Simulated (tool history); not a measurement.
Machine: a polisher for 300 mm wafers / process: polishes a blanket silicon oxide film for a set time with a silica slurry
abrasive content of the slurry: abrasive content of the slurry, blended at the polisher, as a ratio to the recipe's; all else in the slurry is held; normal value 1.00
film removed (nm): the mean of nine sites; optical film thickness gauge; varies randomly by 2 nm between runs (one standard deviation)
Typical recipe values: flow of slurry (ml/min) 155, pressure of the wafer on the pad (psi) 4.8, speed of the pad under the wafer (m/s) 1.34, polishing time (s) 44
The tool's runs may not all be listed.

run	hour	flow of slurry (ml/min)	pressure of the wafer on the pad (psi)	speed of the pad under the wafer (m/s)	abrasive content of the slurry	polishing time (s)	wafers since the last listed run	wafers polished on this pad	hours since the slurry nozzle was cleaned	hours since the head pressure was calibrated	hours since the slurry blender was calibrated	hours since the conditioning disc was replaced	incoming thickness of the incoming film, nm	film removed (nm)
1	0.0	155	4.4	1.34	0.85	44	0	3848	258.6	178.7	387.5	229.4	1426.8	132.8
2	52.8	155	4.4	1.34	0.85	44	514	4362	311.4	231.5	440.3	282.2	1415.3	133.2
# hour 102.2: worn pad replaced by a new one
3	133.7	155	4.4	1.34	0.85	44	749	306	392.3	312.4	521.2	363.1	1409.5	128.6
# hour 137.4: slurry blender recalibrated
# hour 188.4: conditioning disc replaced and pad reconditioned
4	203.5	155	4.8	1.34	1.00	44	641	947	462.1	382.2	66.1	15.1	1446.3	173.0
# hour 243.2: slurry nozzle cleaned
5	268.0	155	4.8	1.34	1.00	44	618	1566	24.8	446.7	130.6	79.6	1409.2	175.2
# hour 359.6: head pressure recalibrated
6	360.1	155	4.8	1.34	1.00	44	878	2444	116.9	0.5	222.7	171.7	1413.6	153.8
# hour 551.4: slurry blender recalibrated
# hour 599.0: worn pad replaced by a new one
# hour 599.0: conditioning disc replaced and pad reconditioned
7	618.5	155	4.8	1.34	1.00	44	2459	189	375.3	258.9	67.1	19.5	1419.2	172.5
# hour 660.1: slurry nozzle cleaned
8	678.6	155	4.8	1.62	1.00	44	575	765	18.5	319.0	127.2	79.6	1417.1	198.8
9	772.9	155	4.8	1.62	1.00	44	918	1684	112.8	413.3	221.5	173.9	1417.0	198.5
10	811.0	155	4.8	1.62	1.00	44	371	2055	150.9	451.4	259.6	212.0	1414.0	199.9
11	918.6	155	5.7	1.34	1.00	44	1048	3104	258.5	559.0	367.2	319.6	1396.3	183.6
# hour 928.3: head pressure recalibrated
12	956.4	155	4.8	0.92	1.00	50	348	3453	296.3	28.1	405.0	357.4	1421.4	125.5
# hour 992.9: conditioning disc replaced and pad reconditioned
13	1039.6	155	4.8	1.34	1.00	44	791	4244	379.5	111.3	488.2	46.7	1427.1	149.3

Run 14, settings as shown, results not yet in. Your forecast:
# hour 1081.7: slurry blender recalibrated
14	1085.3	120	4.8	1.34	1.00	44	425	4670	425.2	157.0	3.6	92.4	1417.3	?

{"run 14": {"film removed (nm)": 163.7}}
Without the tool's hidden state the same run would have given film removed (nm) 157.4.

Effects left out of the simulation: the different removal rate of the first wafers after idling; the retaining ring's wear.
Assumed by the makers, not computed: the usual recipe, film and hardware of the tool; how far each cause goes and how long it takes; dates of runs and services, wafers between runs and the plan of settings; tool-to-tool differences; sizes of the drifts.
